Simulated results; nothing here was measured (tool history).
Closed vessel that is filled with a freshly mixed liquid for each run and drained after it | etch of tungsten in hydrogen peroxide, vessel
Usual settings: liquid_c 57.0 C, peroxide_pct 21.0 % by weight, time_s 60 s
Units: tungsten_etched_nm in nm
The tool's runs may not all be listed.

run	day	liquid_c	peroxide_pct	time_s	read-back film thickness of the tungsten reference wafer, read on the same gauge (nm)	tungsten_etched_nm
1	0.000	51.5	19.5	60	39.97	177.78
2	0.946	51.5	19.5	60	39.99	176.84
3	1.604	57.0	21.0	60	40.01	254.91
4	2.917	57.0	21.0	60	39.99	251.06
5	3.467	57.0	21.0	60	40.00	254.23
6	4.417	57.0	25.0	60	39.99	277.83
7	5.179	57.0	21.0	60	40.02	254.58
8	5.958	57.0	21.0	60	40.01	254.30
9	6.471	57.0	21.0	60	40.00	253.68
10	7.533	57.0	22.5	60	40.00	263.49
11	8.279	57.0	22.5	60	40.00	262.68
12	9.475	57.0	21.0	60	40.02	255.85
13	10.708	57.0	27.0	70	39.99	335.81
14	11.358	61.0	21.0	60	40.00	319.82
15	12.367	53.5	21.0	60	40.00	206.19
16	13.746	57.0	27.5	45	40.01	215.22
17	14.808	64.0	24.0	85	40.00	572.42
18	15.588	53.5	21.0	60	40.00	205.61
19	16.300	57.0	21.0	60	40.02	257.23
20	17.262	57.0	25.0	45	40.00	206.19
21	18.275	62.5	21.0	90	40.02	527.64
22	19.396	51.5	21.0	60	39.98	182.75

Not shown: 4 entries that the log had between the listed runs. Between which runs, and how does the tool's hidden state differ before and after?
Between runs 9 and 10: thermometer replaced (day 7.512)
  no hidden state differs between the two runs
Between runs 12 and 13: gauge calibrated (day 9.704); peroxide flow meter replaced (day 10.088)
  no hidden state differs between the two runs
Between runs 15 and 16: new drum of peroxide connected (day 13.371)
  no hidden state differs between the two runs

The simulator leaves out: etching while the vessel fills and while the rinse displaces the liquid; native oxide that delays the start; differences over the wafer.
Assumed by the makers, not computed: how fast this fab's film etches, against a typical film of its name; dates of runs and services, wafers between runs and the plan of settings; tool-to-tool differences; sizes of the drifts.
